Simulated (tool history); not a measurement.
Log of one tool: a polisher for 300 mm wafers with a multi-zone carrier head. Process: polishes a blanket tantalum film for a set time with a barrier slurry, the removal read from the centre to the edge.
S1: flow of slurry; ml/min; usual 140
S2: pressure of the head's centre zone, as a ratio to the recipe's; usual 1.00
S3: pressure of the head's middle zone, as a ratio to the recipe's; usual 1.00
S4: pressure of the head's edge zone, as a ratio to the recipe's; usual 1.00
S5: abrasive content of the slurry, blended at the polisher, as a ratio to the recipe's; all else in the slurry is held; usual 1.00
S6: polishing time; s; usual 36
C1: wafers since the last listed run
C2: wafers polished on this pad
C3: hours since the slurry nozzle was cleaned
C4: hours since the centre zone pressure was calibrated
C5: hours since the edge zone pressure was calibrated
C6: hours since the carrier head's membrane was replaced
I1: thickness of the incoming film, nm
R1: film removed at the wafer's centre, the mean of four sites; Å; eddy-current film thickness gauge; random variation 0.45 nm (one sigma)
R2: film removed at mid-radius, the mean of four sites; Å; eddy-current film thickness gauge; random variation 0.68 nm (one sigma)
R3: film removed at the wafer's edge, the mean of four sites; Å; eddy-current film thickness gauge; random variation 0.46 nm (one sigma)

run	hour	S1	S2	S3	S4	S5	S6	C1	C2	C3	C4	C5	C6	I1	R1	R2	R3
1	0.0	140	1.00	1.00	1.00	1.00	36	0	464	182.3	419.7	949.1	695.6	216.7	611	624	620
2	30.5	140	1.00	1.00	1.00	1.00	36	482	947	212.8	450.2	979.6	726.1	217.7	606	624	622
3	97.0	140	1.00	1.00	1.00	1.00	36	1052	2000	279.3	516.7	1046.1	792.6	220.5	609	624	616
4	139.9	140	1.00	1.00	1.00	1.00	36	679	2679	322.2	559.6	1089.0	835.5	217.6	607	618	609
# hour 141.1: slurry nozzle cleaned
# hour 147.5: edge zone pressure recalibrated
5	183.7	140	1.00	1.00	1.00	0.85	36	645	3325	42.6	603.4	36.2	879.3	223.2	599	605	601
6	229.9	140	1.00	1.00	1.00	1.00	36	731	4056	88.8	649.6	82.4	925.5	220.3	613	629	623
# hour 274.0: worn pad replaced by a new one
7	276.0	140	1.00	1.08	1.05	1.20	36	666	32	134.9	695.7	128.5	971.6	220.3	646	681	664
# hour 317.2: centre zone pressure recalibrated
8	331.5	105	1.00	1.00	1.00	1.00	40	846	879	190.4	14.3	184.0	1027.1	219.0	611	630	650
9	359.6	180	1.06	1.07	1.00	1.00	28	444	1323	218.5	42.4	212.1	1055.2	218.6	537	528	505
10	394.3	120	1.00	1.00	1.00	1.00	36	549	1873	253.2	77.1	246.8	1089.9	218.0	572	588	612
# hour 419.2: slurry nozzle cleaned
# hour 458.9: carrier head's membrane replaced by a new one
11	460.4	160	1.00	1.00	1.10	0.80	31	951	2824	41.2	143.2	312.9	1.5	221.8	528	537	533
12	500.0	170	1.00	1.05	1.00	1.00	48	626	3451	80.8	182.8	352.5	41.1	218.4	863	897	868
13	565.3	120	0.95	1.00	1.00	1.20	48	1033	4484	146.1	248.1	417.8	106.4	219.9	772	813	843

The next listed run, before its measurement:
# hour 576.1: worn pad replaced by a new one
14	628.1	140	1.00	1.00	1.07	1.20	36	930	822	208.9	310.9	480.6	169.2	221.9	?	?	?

Run 14 gave R1 636 Å, R2 640 Å, R3 671 Å.
Without the tool's hidden state the same run would have given R1 662 Å, R2 663 Å, R3 688 Å.
